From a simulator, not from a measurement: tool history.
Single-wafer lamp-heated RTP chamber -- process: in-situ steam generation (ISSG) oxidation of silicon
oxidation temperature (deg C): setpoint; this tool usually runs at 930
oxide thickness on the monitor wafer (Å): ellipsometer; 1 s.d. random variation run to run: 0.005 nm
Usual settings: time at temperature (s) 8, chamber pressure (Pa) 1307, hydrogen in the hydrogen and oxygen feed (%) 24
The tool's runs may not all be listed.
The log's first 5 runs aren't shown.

| run | hour | oxidation temperature (deg C) | time at temperature (s) | chamber pressure (Pa) | hydrogen in the hydrogen and oxygen feed (%) | read-back reference wafer on the same gauge, thickness | oxide thickness on the monitor wafer (Å) |
|---|---|---|---|---|---|---|---|
| 6 | 52.9 | 930 | 8 | 1307 | 24 | 2.890 | 33.58 |
| 7 | 67.9 | 930 | 8 | 1307 | 24 | 2.890 | 33.60 |
|  | 76.2 | pressure gauge zeroed |
| 8 | 76.7 | 935 | 8 | 1307 | 21 | 2.891 | 32.83 |
| 9 | 84.9 | 930 | 9 | 1213 | 24 | 2.890 | 35.63 |
| 10 | 92.6 | 950 | 11 | 1360 | 32 | 2.891 | 41.52 |
| 11 | 107.6 | 930 | 8 | 1307 | 24 | 2.889 | 33.69 |
| 12 | 124.2 | 912 | 8 | 1360 | 14 | 2.891 | 28.61 |
|  | 130.1 | gauge calibrated |
| 13 | 139.0 | 930 | 8 | 1173 | 24 | 2.889 | 34.33 |
| 14 | 149.8 | 930 | 5 | 1307 | 24 | 2.890 | 28.86 |
|  | 168.6 | pyrometer window cleaned and pyrometer calibrated |
| 15 | 169.1 | 940 | 8 | 1307 | 24 | 2.889 | 34.04 |
| 16 | 176.9 | 930 | 8 | 1107 | 30 | 2.890 | 36.63 |
| 17 | 190.6 | 948 | 8 | 1307 | 32 | 2.890 | 37.32 |
| 18 | 197.1 | 930 | 7 | 1360 | 27 | 2.890 | 32.75 |
| 19 | 211.7 | 937 | 11 | 1360 | 18 | 2.890 | 35.18 |
| 20 | 218.1 | 930 | 8 | 1307 | 24 | 2.889 | 33.62 |
| 21 | 230.0 | 946 | 6 | 1307 | 24 | 2.891 | 31.28 |
| 22 | 245.1 | 937 | 8 | 1147 | 24 | 2.890 | 34.73 |
| 23 | 260.1 | 930 | 8 | 1307 | 24 | 2.891 | 33.68 |
| 24 | 277.0 | 912 | 8 | 1360 | 14 | 2.889 | 28.62 |
| 25 | 328.4 | 942 | 11 | 1160 | 32 | 2.890 | 42.37 |
| 26 | 343.4 | 930 | 8 | 1307 | 24 | 2.891 | 33.70 |
|  | 360.0 | pyrometer window cleaned and pyrometer calibrated |
| 27 | 360.5 | 930 | 5 | 1307 | 29 | 2.890 | 30.13 |
| 28 | 369.6 | 930 | 8 | 1307 | 24 | 2.891 | 33.60 |
| 29 | 375.6 | 930 | 8 | 1240 | 24 | 2.891 | 33.96 |
| 30 | 389.7 | 930 | 8 | 1240 | 24 | 2.890 | 33.83 |

5 options for the next run, each taken on its own from the tool as it stands now. Forecast them:
| A | 390.2 | 930 | 8 | 1307 | 24 | ? | ? |
| B | 390.2 | 949 | 8 | 1227 | 24 | ? | ? |
| C | 390.2 | 936 | 8 | 1307 | 21 | ? | ? |
| D | 390.2 | 923 | 11 | 1360 | 24 | ? | ? |
| E | 390.2 | 930 | 9 | 1360 | 14 | ? | ? |

| run | read-back reference wafer on the same gauge, thickness | oxide thickness on the monitor wafer (Å) |
|---|---|---|
| A | 2.890 | 33.56 |
| B | 2.890 | 35.19 |
| C | 2.890 | 32.83 |
| D | 2.890 | 36.51 |
| E | 2.890 | 30.57 |
With no hidden state in the tool, these same runs would have given:
| run | oxide thickness on the monitor wafer (Å) |
|---|---|
| A | 33.50 |
| B | 35.12 |
| C | 32.77 |
| D | 36.43 |
| E | 30.51 |
